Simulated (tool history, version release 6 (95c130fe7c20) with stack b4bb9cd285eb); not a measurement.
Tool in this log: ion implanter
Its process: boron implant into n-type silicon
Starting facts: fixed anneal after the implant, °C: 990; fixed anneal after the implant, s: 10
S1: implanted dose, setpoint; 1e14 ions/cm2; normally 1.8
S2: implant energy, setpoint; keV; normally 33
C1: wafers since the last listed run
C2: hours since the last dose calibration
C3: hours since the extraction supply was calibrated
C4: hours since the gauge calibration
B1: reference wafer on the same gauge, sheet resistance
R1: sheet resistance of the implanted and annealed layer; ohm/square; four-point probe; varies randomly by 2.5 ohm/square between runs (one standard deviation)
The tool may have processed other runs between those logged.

run 1 hour=0 | S1=1.8 S2=39 | C1=0 C2=555.7 C3=4745.7 C4=349.7 | B1=390.98 | R1=457.99
run 2 hour=17.2 | S1=1.8 S2=39 | C1=270 C2=572.9 C3=4762.9 C4=366.9 | B1=391.66 | R1=457.88
run 3 hour=44.3 | S1=1.8 S2=30 | C1=425 C2=600 C3=4790 C4=394 | B1=391.3 | R1=477.44
run 4 hour=59 | S1=1.8 S2=30 | C1=230 C2=614.7 C3=4804.7 C4=408.7 | B1=390.83 | R1=475.66
run 5 hour=79.7 | S1=1.8 S2=30 | C1=324 C2=635.4 C3=4825.4 C4=429.4 | B1=390.51 | R1=477.32
-- hour=106 Faraday cup replaced and dose calibrated
run 6 hour=113.3 | S1=1.8 S2=33 | C1=401 C2=7.3 C3=4859 C4=463 | B1=391.53 | R1=459.72
run 7 hour=149.1 | S1=1.8 S2=33 | C1=562 C2=43.1 C3=4894.8 C4=498.8 | B1=391.52 | R1=458.72
run 8 hour=166.1 | S1=2.17 S2=33 | C1=266 C2=60.1 C3=4911.8 C4=515.8 | B1=390.44 | R1=403.5
run 9 hour=191.1 | S1=2.17 S2=33 | C1=392 C2=85.1 C3=4936.8 C4=540.8 | B1=391.2 | R1=404.3
run 10 hour=218 | S1=2.17 S2=33 | C1=422 C2=112 C3=4963.7 C4=567.7 | B1=391.09 | R1=405.73
run 11 hour=239.2 | S1=1.95 S2=33 | C1=332 C2=133.2 C3=4984.9 C4=588.9 | B1=391.06 | R1=435.47
run 12 hour=252.7 | S1=1.95 S2=33 | C1=211 C2=146.7 C3=4998.4 C4=602.4 | B1=390.85 | R1=437.38
run 13 hour=270.1 | S1=1.8 S2=33 | C1=273 C2=164.1 C3=5015.8 C4=619.8 | B1=391.07 | R1=463.48
run 14 hour=287.8 | S1=1.67 S2=37 | C1=277 C2=181.8 C3=5033.5 C4=637.5 | B1=391.02 | R1=476.39
run 15 hour=311.1 | S1=1.67 S2=37 | C1=365 C2=205.1 C3=5056.8 C4=660.8 | B1=390.92 | R1=474.46
run 16 hour=327.6 | S1=1.67 S2=37 | C1=259 C2=221.6 C3=5073.3 C4=677.3 | B1=391.23 | R1=478.39
run 17 hour=362.2 | S1=1.8 S2=33 | C1=543 C2=256.2 C3=5107.9 C4=711.9 | B1=391.75 | R1=463.9
-- hour=366.1 gauge calibrated
run 18 hour=396.5 | S1=1.8 S2=33 | C1=538 C2=290.5 C3=5142.2 C4=30.4 | B1=391.19 | R1=464.95
run 19 hour=430.7 | S1=2.15 S2=33 | C1=536 C2=324.7 C3=5176.4 C4=64.6 | B1=391.05 | R1=411.8
run 20 hour=448.3 | S1=2.01 S2=37.5 | C1=276 C2=342.3 C3=5194 C4=82.2 | B1=390.91 | R1=425.34
run 21 hour=464.6 | S1=1.8 S2=33 | C1=255 C2=358.6 C3=5210.3 C4=98.5 | B1=391.02 | R1=467.85
run 22 hour=482.4 | S1=1.8 S2=33 | C1=279 C2=376.4 C3=5228.1 C4=116.3 | B1=390.73 | R1=467.89
run 23 hour=500.3 | S1=1.8 S2=33 | C1=281 C2=394.3 C3=5246 C4=134.2 | B1=391.43 | R1=467.94
run 24 hour=520.4 | S1=1.56 S2=44 | C1=315 C2=414.4 C3=5266.1 C4=154.3 | B1=391.53 | R1=492.08
run 25 hour=598.1 | S1=2.25 S2=25 | C1=1219 C2=492.1 C3=5343.8 C4=232 | B1=390.67 | R1=414.4
run 26 hour=633 | S1=1.44 S2=22 | C1=547 C2=527 C3=5378.7 C4=266.9 | B1=390.95 | R1=588.67
-- hour=695.4 extraction supply calibrated
run 27 hour=722.6 | S1=1.8 S2=33 | C1=1281 C2=616.6 C3=27.2 C4=356.5 | B1=390.82 | R1=468.03
run 28 hour=756.3 | S1=1.8 S2=33 | C1=529 C2=650.3 C3=60.9 C4=390.2 | B1=390.68 | R1=471.56
run 29 hour=789.2 | S1=1.43 S2=25.5 | C1=516 C2=683.2 C3=93.8 C4=423.1 | B1=391.1 | R1=584.87
-- hour=810.3 Faraday cup replaced and dose calibrated
run 30 hour=816.3 | S1=2.1 S2=37.5 | C1=299 C2=6 C3=120.9 C4=450.2 | B1=390.63 | R1=401.07
run 31 hour=828.6 | S1=1.97 S2=36.5 | C1=193 C2=18.3 C3=133.2 C4=462.5 | B1=390.86 | R1=422.36
run 32 hour=847.9 | S1=2.3 S2=30 | C1=303 C2=37.6 C3=152.5 C4=481.8 | B1=390.29 | R1=391.07
run 33 hour=879.4 | S1=1.39 S2=26.5 | C1=494 C2=69.1 C3=184 C4=513.3 | B1=391.52 | R1=564.1
run 34 hour=893.7 | S1=1.8 S2=33 | C1=224 C2=83.4 C3=198.3 C4=527.6 | B1=391.22 | R1=454.28
run 35 hour=926.4 | S1=1.8 S2=33 | C1=513 C2=116.1 C3=231 C4=560.3 | B1=390.74 | R1=456.16
run 36 hour=943.4 | S1=1.8 S2=37 | C1=266 C2=133.1 C3=248 C4=577.3 | B1=390.8 | R1=451.24
run 37 hour=1015 | S1=2.01 S2=33 | C1=1124 C2=204.7 C3=319.6 C4=648.9 | B1=390.82 | R1=420.86
run 38 hour=1034.9 | S1=1.8 S2=33 | C1=312 C2=224.6 C3=339.5 C4=668.8 | B1=390.43 | R1=463.6

Each row is a separate what-if for the run after 38, all from the same tool condition, not one after another. Results?
run A hour=1035.3 | S1=1.8 S2=33 | C1=6 C2=225 C3=339.9 C4=669.2 | B1=? | R1=?
run B hour=1035.3 | S1=2.3 S2=23.5 | C1=6 C2=225 C3=339.9 C4=669.2 | B1=? | R1=?
run C hour=1035.3 | S1=1.98 S2=40.5 | C1=6 C2=225 C3=339.9 C4=669.2 | B1=? | R1=?

run=A B1=390.42 R1=458.9
run=B B1=390.42 R1=401.56
run=C B1=390.42 R1=416.25
With the hidden condition removed and each run's random variation left untouched, the same runs would have given:
run=A R1=454.1
run=B R1=397.06
run=C R1=412.01
